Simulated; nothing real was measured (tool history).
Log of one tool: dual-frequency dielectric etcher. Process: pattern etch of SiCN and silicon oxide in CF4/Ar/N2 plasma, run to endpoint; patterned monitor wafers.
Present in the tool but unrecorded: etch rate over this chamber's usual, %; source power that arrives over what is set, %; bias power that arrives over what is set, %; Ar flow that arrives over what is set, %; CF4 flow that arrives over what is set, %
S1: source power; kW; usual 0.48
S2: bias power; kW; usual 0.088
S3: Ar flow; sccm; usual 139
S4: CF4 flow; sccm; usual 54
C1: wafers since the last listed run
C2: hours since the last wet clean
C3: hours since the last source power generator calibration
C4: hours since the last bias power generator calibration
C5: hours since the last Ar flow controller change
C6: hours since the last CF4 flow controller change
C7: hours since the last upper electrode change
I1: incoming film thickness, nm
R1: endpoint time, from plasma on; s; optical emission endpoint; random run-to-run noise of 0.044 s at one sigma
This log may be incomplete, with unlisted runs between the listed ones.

{"run": 1, "hour": 0.0, "S1": 0.48, "S2": 0.088, "S3": 139, "S4": 54, "C1": 0, "C2": 114.2, "C3": 3926.3, "C4": 3518, "C5": 1786.6, "C6": 3258.4, "C7": 2951.4, "I1": 9.4, "R1": 10.7}
{"run": 2, "hour": 32.6, "S1": 0.48, "S2": 0.088, "S3": 139, "S4": 54, "C1": 596, "C2": 146.8, "C3": 3958.9, "C4": 3550.6, "C5": 1819.2, "C6": 3291, "C7": 2984, "I1": 9.33, "R1": 10.6}
{"run": 3, "hour": 44.7, "S1": 0.48, "S2": 0.088, "S3": 139, "S4": 54, "C1": 221, "C2": 158.9, "C3": 3971, "C4": 3562.7, "C5": 1831.3, "C6": 3303.1, "C7": 2996.1, "I1": 9.15, "R1": 10.5}
{"run": 4, "hour": 76.0, "S1": 0.51, "S2": 0.088, "S3": 139, "S4": 44, "C1": 572, "C2": 190.2, "C3": 4002.3, "C4": 3594, "C5": 1862.6, "C6": 3334.4, "C7": 3027.4, "I1": 9.26, "R1": 10.5}
{"run": 5, "hour": 109.2, "S1": 0.48, "S2": 0.088, "S3": 130, "S4": 54, "C1": 607, "C2": 223.4, "C3": 4035.5, "C4": 3627.2, "C5": 1895.8, "C6": 3367.6, "C7": 3060.6, "I1": 9.33, "R1": 10.6}
{"run": 6, "hour": 138.2, "S1": 0.48, "S2": 0.088, "S3": 130, "S4": 54, "C1": 530, "C2": 252.4, "C3": 4064.5, "C4": 3656.2, "C5": 1924.8, "C6": 3396.6, "C7": 3089.6, "I1": 9.27, "R1": 10.4}
{"hour": 156.0, "done": "CF4 flow controller replaced"}
{"hour": 160.9, "done": "Ar flow controller replaced"}
{"run": 7, "hour": 171.6, "S1": 0.48, "S2": 0.088, "S3": 130, "S4": 54, "C1": 411, "C2": 285.8, "C3": 4097.9, "C4": 3689.6, "C5": 10.7, "C6": 15.6, "C7": 3123, "I1": 9.39, "R1": 10.7}
{"run": 8, "hour": 192.0, "S1": 0.48, "S2": 0.088, "S3": 139, "S4": 54, "C1": 373, "C2": 306.2, "C3": 4118.3, "C4": 3710, "C5": 31.1, "C6": 36, "C7": 3143.4, "I1": 9.32, "R1": 10.7}
{"run": 9, "hour": 225.8, "S1": 0.48, "S2": 0.088, "S3": 139, "S4": 54, "C1": 618, "C2": 340, "C3": 4152.1, "C4": 3743.8, "C5": 64.9, "C6": 69.8, "C7": 3177.2, "I1": 9.27, "R1": 10.6}

Run 10 has not been measured yet. What should we expect?
{"run": 10, "hour": 249.7, "S1": 0.38, "S2": 0.066, "S3": 139, "S4": 54, "C1": 437, "C2": 363.9, "C3": 4176, "C4": 3767.7, "C5": 88.8, "C6": 93.7, "C7": 3201.1, "I1": 9.2, "R1": "?"}

{"run 10": {"R1": 13.4}}
Were there no unlogged condition in the tool, this run, its random variation unchanged, would have produced R1 13.1 s.
